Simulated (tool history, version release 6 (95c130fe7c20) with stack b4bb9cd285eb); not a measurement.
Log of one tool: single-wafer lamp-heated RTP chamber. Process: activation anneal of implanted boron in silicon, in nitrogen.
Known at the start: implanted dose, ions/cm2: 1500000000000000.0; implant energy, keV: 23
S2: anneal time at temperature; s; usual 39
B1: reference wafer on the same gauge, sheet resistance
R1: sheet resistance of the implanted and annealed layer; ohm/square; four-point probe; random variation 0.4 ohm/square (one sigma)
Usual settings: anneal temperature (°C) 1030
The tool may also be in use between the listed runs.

Run 1, day 0: usual settings; B1 84.68. Result: R1 75.65 ohm/square.
Run 2, day 2.512: usual settings; B1 85. Result: R1 75.09 ohm/square.
Run 3, day 4.812: usual settings; B1 84.92. Result: R1 75 ohm/square.
Run 4, day 6.679: usual settings; B1 84.84. Result: R1 75.43 ohm/square.
Run 5, day 12.504: usual settings; B1 84.81. Result: R1 75.55 ohm/square.
At day 13.933: pyrometer window cleaned and pyrometer calibrated.
At day 14.379: reflector plate cleaned.
Run 6, day 15.208: usual settings; B1 84.84. Result: R1 75.87 ohm/square.
Run 7, day 17.492: usual settings; B1 84.93. Result: R1 75.91 ohm/square.
Run 8, day 19.471: usual settings; B1 84.72. Result: R1 75.65 ohm/square.
Run 9, day 22: usual settings but S2 25 s; B1 84.79. Result: R1 76.69 ohm/square.
Run 10, day 24.017: usual settings but S2 25 s; B1 84.86. Result: R1 75.55 ohm/square.
At day 26.925: pyrometer window cleaned and pyrometer calibrated.
Run 11, day 26.946: usual settings but S2 25 s; B1 84.96. Result: R1 75.63 ohm/square.
At day 28.183: reflector plate cleaned.
Run 12, day 28.283: usual settings but anneal temperature (°C) 1044, S2 30 s; B1 85.07. Result: R1 74.24 ohm/square.
Run 13, day 31.017: usual settings but anneal temperature (°C) 1044, S2 30 s; B1 84.69. Result: R1 74.89 ohm/square.
Run 14, day 33.954: usual settings; B1 85.07. Result: R1 75.85 ohm/square.
Run 15, day 34.958: usual settings; B1 84.88. Result: R1 75.36 ohm/square.
At day 37.225: gauge calibrated.
Run 16, day 37.3: usual settings; B1 84.65. Result: R1 75.7 ohm/square.
Run 17, day 39.046: usual settings but anneal temperature (°C) 1044, S2 30 s; B1 84.51. Result: R1 74.64 ohm/square.
Run 18, day 40.604: usual settings but anneal temperature (°C) 1058; B1 84.95. Result: R1 73.27 ohm/square.
At day 41.029: pyrometer window cleaned and pyrometer calibrated.
At day 43.046: reflector plate cleaned.
Run 19, day 43.067: usual settings but anneal temperature (°C) 1006, S2 19 s; B1 84.88. Result: R1 80.89 ohm/square.
Run 20, day 44.371: usual settings but anneal temperature (°C) 1059, S2 45 s; B1 84.69. Result: R1 73.7 ohm/square.
Run 21, day 45.758: usual settings but S2 31 s; B1 84.58. Result: R1 76.12 ohm/square.
Run 22, day 47.967: usual settings; B1 84.62. Result: R1 74.87 ohm/square.
Run 23, day 50.317: usual settings but anneal temperature (°C) 1044, S2 30 s; B1 84.63. Result: R1 75.55 ohm/square.
Run 24, day 52.533: usual settings but anneal temperature (°C) 1043; B1 84.82. Result: R1 74.89 ohm/square.
At day 54.738: pyrometer window cleaned and pyrometer calibrated.
Run 25, day 54.758: usual settings but S2 53 s; B1 84.91. Result: R1 74.82 ohm/square.
Run 26, day 57.021: usual settings but anneal temperature (°C) 1049, S2 28 s; B1 84.85. Result: R1 74.22 ohm/square.
At day 59.638: reflector plate cleaned.
Run 27, day 62.004: usual settings; B1 84.95. Result: R1 76.35 ohm/square.
Run 28, day 63.858: usual settings but anneal temperature (°C) 1003, S2 58 s; B1 84.78. Result: R1 77.9 ohm/square.
Run 29, day 66.725: usual settings; B1 84.91. Result: R1 75.56 ohm/square.
Run 30, day 69.321: usual settings but S2 61 s; B1 84.7. Result: R1 74.77 ohm/square.
Run 31, day 70.608: usual settings but anneal temperature (°C) 1010, S2 48 s; B1 84.6. Result: R1 77.67 ohm/square.
At day 71.246: pyrometer window cleaned and pyrometer calibrated.
Run 32, day 72.296: usual settings but anneal temperature (°C) 1044, S2 30 s; B1 84.81. Result: R1 74.78 ohm/square.

4 ways to go on from here, each from the tool as it stands after run 32. What would each give?
Run A, day 72.312: usual settings but anneal temperature (°C) 1044; B1 ?. Result: R1 ?.
Run B, day 72.312: usual settings but anneal temperature (°C) 1044, S2 24 s; B1 ?. Result: R1 ?.
Run C, day 72.312: usual settings but anneal temperature (°C) 1009, S2 20 s; B1 ?. Result: R1 ?.
Run D, day 72.312: usual settings but anneal temperature (°C) 1021, S2 52 s; B1 ?. Result: R1 ?.

run     B1     R1
  A  84.75  74.14
  B  84.75   74.9
  C  84.75  79.52
  D  84.75  75.78
Without the tool's hidden state the same runs would have given:
run     R1
  A  74.14
  B   74.9
  C  79.52
  D  75.78
